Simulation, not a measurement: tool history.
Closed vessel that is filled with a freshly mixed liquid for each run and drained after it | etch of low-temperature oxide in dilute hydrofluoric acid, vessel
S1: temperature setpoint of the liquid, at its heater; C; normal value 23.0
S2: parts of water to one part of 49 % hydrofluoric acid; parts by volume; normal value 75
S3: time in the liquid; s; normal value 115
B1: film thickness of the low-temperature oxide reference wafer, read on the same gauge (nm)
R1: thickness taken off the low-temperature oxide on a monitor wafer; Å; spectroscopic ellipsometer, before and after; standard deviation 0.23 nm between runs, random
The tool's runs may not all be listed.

{"run": 1, "hour": 0.0, "S1": 23.0, "S2": 90, "S3": 115, "B1": 150.0, "R1": 185.0}
{"run": 2, "hour": 23.3, "S1": 25.5, "S2": 100, "S3": 115, "B1": 149.99, "R1": 180.5}
{"run": 3, "hour": 39.3, "S1": 23.0, "S2": 100, "S3": 115, "B1": 149.99, "R1": 159.4}
{"run": 4, "hour": 69.7, "S1": 23.0, "S2": 100, "S3": 115, "B1": 150.01, "R1": 162.9}
{"run": 5, "hour": 94.9, "S1": 19.0, "S2": 75, "S3": 150, "B1": 149.98, "R1": 240.4}
{"run": 6, "hour": 109.4, "S1": 19.0, "S2": 75, "S3": 150, "B1": 150.02, "R1": 249.5}
{"run": 7, "hour": 130.4, "S1": 23.0, "S2": 105, "S3": 115, "B1": 149.99, "R1": 151.4}
{"run": 8, "hour": 165.2, "S1": 23.0, "S2": 105, "S3": 115, "B1": 150.01, "R1": 151.7}
{"run": 9, "hour": 189.9, "S1": 23.0, "S2": 105, "S3": 115, "B1": 149.99, "R1": 149.8}
{"run": 10, "hour": 202.0, "S1": 19.5, "S2": 75, "S3": 115, "B1": 150.01, "R1": 191.8}
{"run": 11, "hour": 235.4, "S1": 19.5, "S2": 75, "S3": 115, "B1": 150.0, "R1": 190.1}
{"run": 12, "hour": 263.9, "S1": 19.5, "S2": 75, "S3": 115, "B1": 150.01, "R1": 192.9}
{"run": 13, "hour": 284.7, "S1": 23.0, "S2": 75, "S3": 115, "B1": 149.99, "R1": 218.9}
{"run": 14, "hour": 299.8, "S1": 23.0, "S2": 55, "S3": 115, "B1": 149.98, "R1": 309.6}
{"run": 15, "hour": 323.0, "S1": 23.0, "S2": 75, "S3": 115, "B1": 150.0, "R1": 217.9}
{"run": 16, "hour": 382.4, "S1": 23.0, "S2": 75, "S3": 115, "B1": 150.0, "R1": 216.4}
{"run": 17, "hour": 406.7, "S1": 27.5, "S2": 95, "S3": 95, "B1": 150.0, "R1": 166.1}
{"hour": 436.1, "done": "hydrofluoric acid flow meter replaced"}
{"run": 18, "hour": 436.6, "S1": 19.5, "S2": 75, "S3": 115, "B1": 149.99, "R1": 183.0}
{"run": 19, "hour": 449.4, "S1": 25.0, "S2": 55, "S3": 150, "B1": 150.02, "R1": 425.3}
{"run": 20, "hour": 479.6, "S1": 23.0, "S2": 75, "S3": 115, "B1": 149.98, "R1": 214.8}
{"hour": 503.7, "done": "gauge calibrated"}
{"run": 21, "hour": 510.4, "S1": 18.5, "S2": 105, "S3": 80, "B1": 150.0, "R1": 85.5}
{"hour": 532.2, "done": "thermometer replaced"}
{"run": 22, "hour": 533.6, "S1": 23.0, "S2": 110, "S3": 85, "B1": 149.99, "R1": 117.4}
{"run": 23, "hour": 638.7, "S1": 21.5, "S2": 75, "S3": 65, "B1": 150.0, "R1": 127.7}
{"run": 24, "hour": 656.5, "S1": 23.0, "S2": 100, "S3": 75, "B1": 150.01, "R1": 115.0}
{"run": 25, "hour": 678.2, "S1": 27.0, "S2": 85, "S3": 170, "B1": 149.99, "R1": 364.8}
{"run": 26, "hour": 697.1, "S1": 20.0, "S2": 40, "S3": 95, "B1": 150.0, "R1": 339.5}
{"run": 27, "hour": 726.4, "S1": 23.0, "S2": 75, "S3": 65, "B1": 150.0, "R1": 135.5}
{"run": 28, "hour": 747.6, "S1": 21.0, "S2": 75, "S3": 155, "B1": 149.99, "R1": 293.7}

Forecast each of these 5 alternatives for the next run:
{"run": "A", "hour": 748.3, "S1": 23.0, "S2": 50, "S3": 115, "B1": "?", "R1": "?"}
{"run": "B", "hour": 748.3, "S1": 18.5, "S2": 75, "S3": 115, "B1": "?", "R1": "?"}
{"run": "C", "hour": 748.3, "S1": 18.5, "S2": 35, "S3": 115, "B1": "?", "R1": "?"}
{"run": "D", "hour": 748.3, "S1": 27.0, "S2": 75, "S3": 85, "B1": "?", "R1": "?"}
{"run": "E", "hour": 748.3, "S1": 23.0, "S2": 55, "S3": 185, "B1": "?", "R1": "?"}

run=A B1=150.01 R1=367.4
run=B B1=150.01 R1=196.8
run=C B1=150.01 R1=441.3
run=D B1=150.01 R1=206.0
run=E B1=150.01 R1=533.9
With the hidden condition removed and each run's random variation left untouched, the same runs would have given:
run=A R1=374.7
run=B R1=200.7
run=C R1=450.4
run=D R1=209.9
run=E R1=544.4
